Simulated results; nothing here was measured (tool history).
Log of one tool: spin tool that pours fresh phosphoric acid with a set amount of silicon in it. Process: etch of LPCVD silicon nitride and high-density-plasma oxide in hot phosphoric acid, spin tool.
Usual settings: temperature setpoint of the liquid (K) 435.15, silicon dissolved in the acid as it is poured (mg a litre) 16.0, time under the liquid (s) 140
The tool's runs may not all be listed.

| run | hour | temperature setpoint of the liquid (K) | silicon dissolved in the acid as it is poured (mg a litre) | time under the liquid (s) | wafers since the last listed run | hours since the thermometer was replaced | hours since the dissolved silicon flow meter was replaced | hours since the heated supply line was repaired | hours since the gauge calibration | read-back film thickness of the LPCVD silicon nitride reference wafer, read on the same gauge (nm) | read-back film thickness of the high-density-plasma oxide reference wafer, read on the same gauge (nm) | thickness taken off the LPCVD silicon nitride on a monitor wafer (nm) | thickness taken off the high-density-plasma oxide on a monitor wafer (nm) |
|---|---|---|---|---|---|---|---|---|---|---|---|---|---|
| 1 | 0.0 | 435.15 | 16.0 | 140 | 0 | 1126.7 | 1718.4 | 2775.7 | 458.9 | 139.98 | 149.983 | 9.99 | 0.314 |
| 2 | 15.5 | 435.15 | 16.0 | 140 | 141 | 1142.2 | 1733.9 | 2791.2 | 474.4 | 140.01 | 149.973 | 9.97 | 0.296 |
| 3 | 37.0 | 435.15 | 16.0 | 140 | 196 | 1163.7 | 1755.4 | 2812.7 | 495.9 | 140.00 | 150.007 | 9.95 | 0.307 |
|  | 59.6 | gauge calibrated |
| 4 | 61.5 | 435.15 | 16.0 | 140 | 223 | 1188.2 | 1779.9 | 2837.2 | 1.9 | 140.04 | 149.987 | 10.00 | 0.262 |
| 5 | 75.2 | 435.15 | 16.0 | 140 | 125 | 1201.9 | 1793.6 | 2850.9 | 15.6 | 139.99 | 149.990 | 10.04 | 0.270 |
| 6 | 93.6 | 435.15 | 16.0 | 140 | 168 | 1220.3 | 1812.0 | 2869.3 | 34.0 | 140.00 | 149.995 | 9.99 | 0.301 |
|  | 102.0 | heated supply line repaired |
| 7 | 120.3 | 435.15 | 16.0 | 140 | 234 | 1247.0 | 1838.7 | 18.3 | 60.7 | 140.02 | 150.003 | 10.92 | 0.371 |
|  | 130.3 | thermometer replaced |
| 8 | 182.0 | 435.15 | 10.5 | 80 | 554 | 51.7 | 1900.4 | 80.0 | 122.4 | 139.98 | 150.008 | 6.19 | 0.227 |
|  | 185.3 | dissolved silicon flow meter replaced |
| 9 | 208.3 | 435.15 | 16.0 | 140 | 231 | 78.0 | 23.0 | 106.3 | 148.7 | 140.00 | 149.980 | 10.81 | 0.355 |
| 10 | 233.7 | 433.15 | 16.0 | 215 | 232 | 103.4 | 48.4 | 131.7 | 174.1 | 139.98 | 150.011 | 15.48 | 0.379 |
| 11 | 259.2 | 435.15 | 29.0 | 180 | 233 | 128.9 | 73.9 | 157.2 | 199.6 | 139.99 | 150.015 | 13.87 | 0.312 |
| 12 | 271.2 | 432.15 | 22.5 | 70 | 109 | 140.9 | 85.9 | 169.2 | 211.6 | 140.00 | 149.979 | 4.91 | 0.112 |
| 13 | 286.1 | 432.65 | 24.0 | 140 | 136 | 155.8 | 100.8 | 184.1 | 226.5 | 139.98 | 149.998 | 9.91 | 0.216 |
| 14 | 321.5 | 435.15 | 26.5 | 205 | 323 | 191.2 | 136.2 | 219.5 | 261.9 | 140.01 | 150.008 | 15.69 | 0.326 |
| 15 | 347.5 | 434.15 | 23.0 | 160 | 237 | 217.2 | 162.2 | 245.5 | 287.9 | 139.99 | 150.008 | 11.96 | 0.270 |
| 16 | 364.9 | 435.15 | 16.0 | 100 | 159 | 234.6 | 179.6 | 262.9 | 305.3 | 140.00 | 150.015 | 7.69 | 0.251 |
| 17 | 382.2 | 433.15 | 27.5 | 140 | 158 | 251.9 | 196.9 | 280.2 | 322.6 | 140.01 | 149.969 | 10.10 | 0.212 |
| 18 | 410.9 | 435.15 | 16.0 | 140 | 262 | 280.6 | 225.6 | 308.9 | 351.3 | 140.02 | 149.998 | 10.76 | 0.310 |
| 19 | 440.0 | 433.15 | 16.0 | 165 | 265 | 309.7 | 254.7 | 338.0 | 380.4 | 139.98 | 150.017 | 11.78 | 0.316 |
| 20 | 467.1 | 435.15 | 16.0 | 140 | 247 | 336.8 | 281.8 | 365.1 | 407.5 | 139.99 | 150.000 | 10.76 | 0.327 |
| 21 | 491.0 | 437.65 | 21.5 | 140 | 218 | 360.7 | 305.7 | 389.0 | 431.4 | 139.99 | 150.016 | 11.71 | 0.371 |
| 22 | 514.5 | 435.15 | 16.0 | 210 | 214 | 384.2 | 329.2 | 412.5 | 454.9 | 140.02 | 150.015 | 15.98 | 0.544 |

Forecast each of these 3 alternatives for the next run:
| A | 515.0 | 435.15 | 16.0 | 140 | 4 | 384.7 | 329.7 | 413.0 | 455.4 | ? | ? | ? | ? |
| B | 515.0 | 432.15 | 6.0 | 140 | 4 | 384.7 | 329.7 | 413.0 | 455.4 | ? | ? | ? | ? |
| C | 515.0 | 435.15 | 22.5 | 205 | 4 | 384.7 | 329.7 | 413.0 | 455.4 | ? | ? | ? | ? |

| run | read-back film thickness of the LPCVD silicon nitride reference wafer, read on the same gauge (nm) | read-back film thickness of the high-density-plasma oxide reference wafer, read on the same gauge (nm) | thickness taken off the LPCVD silicon nitride on a monitor wafer (nm) | thickness taken off the high-density-plasma oxide on a monitor wafer (nm) |
|---|---|---|---|---|
| A | 139.98 | 149.969 | 10.72 | 0.367 |
| B | 139.98 | 149.969 | 9.69 | 0.369 |
| C | 139.98 | 149.969 | 15.70 | 0.448 |
Without the tool's hidden state the same runs would have given:
| run | thickness taken off the LPCVD silicon nitride on a monitor wafer (nm) | thickness taken off the high-density-plasma oxide on a monitor wafer (nm) |
|---|---|---|
| A | 10.97 | 0.386 |
| B | 9.92 | 0.389 |
| C | 16.07 | 0.472 |
